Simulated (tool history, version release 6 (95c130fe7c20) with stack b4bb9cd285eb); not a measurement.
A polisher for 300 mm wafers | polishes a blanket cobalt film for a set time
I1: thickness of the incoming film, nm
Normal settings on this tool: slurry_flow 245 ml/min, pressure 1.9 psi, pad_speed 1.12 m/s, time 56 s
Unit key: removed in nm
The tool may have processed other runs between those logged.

run 1 day=0 | slurry_flow=245 pressure=1.9 pad_speed=1.12 time=56 | I1=991.7 | removed=322.7
run 2 day=1.383 | slurry_flow=245 pressure=1.9 pad_speed=1.12 time=56 | I1=995.6 | removed=312.3
run 3 day=2.083 | slurry_flow=245 pressure=1.9 pad_speed=1.12 time=56 | I1=1009 | removed=318
-- day=3.112 worn pad replaced by a new one
run 4 day=3.379 | slurry_flow=245 pressure=1.9 pad_speed=1.12 time=56 | I1=1000 | removed=332.9
run 5 day=4.346 | slurry_flow=245 pressure=1.9 pad_speed=1.12 time=56 | I1=989.2 | removed=314.7
run 6 day=4.896 | slurry_flow=245 pressure=1.9 pad_speed=1.12 time=45 | I1=1003.1 | removed=250.8
run 7 day=5.425 | slurry_flow=245 pressure=1.9 pad_speed=1.12 time=45 | I1=992.2 | removed=248.7
-- day=6.783 worn pad replaced by a new one
run 8 day=6.875 | slurry_flow=245 pressure=1.9 pad_speed=1.12 time=45 | I1=990.9 | removed=259.6
run 9 day=7.646 | slurry_flow=275 pressure=1.9 pad_speed=1.12 time=56 | I1=999.8 | removed=324.4
run 10 day=8.808 | slurry_flow=275 pressure=1.9 pad_speed=1.12 time=56 | I1=987.4 | removed=312.6
-- day=9.412 head pressure recalibrated
run 11 day=9.521 | slurry_flow=270 pressure=1.9 pad_speed=1.32 time=43 | I1=989.6 | removed=270.1
-- day=9.992 worn pad replaced by a new one
-- day=10.704 slurry nozzle cleaned
run 12 day=10.958 | slurry_flow=220 pressure=1.2 pad_speed=1.12 time=38 | I1=981.2 | removed=164.7
run 13 day=12.342 | slurry_flow=245 pressure=1.9 pad_speed=1.12 time=56 | I1=993.9 | removed=329.9
-- day=13.338 worn pad replaced by a new one
run 14 day=13.358 | slurry_flow=245 pressure=1.9 pad_speed=0.82 time=56 | I1=995.5 | removed=273.5
run 15 day=14.067 | slurry_flow=275 pressure=1.6 pad_speed=0.9 time=65 | I1=982.3 | removed=297.1
run 16 day=14.733 | slurry_flow=275 pressure=1.9 pad_speed=1.12 time=62 | I1=1000.5 | removed=373.5

Forecast run 17:
run 17 day=15.325 | slurry_flow=275 pressure=1.9 pad_speed=1.12 time=56 | I1=996.6 | removed=?

Run 17 measured removed 333 nm.
The same run, on a tool lacking any hidden state, would have yielded removed 355.9 nm.
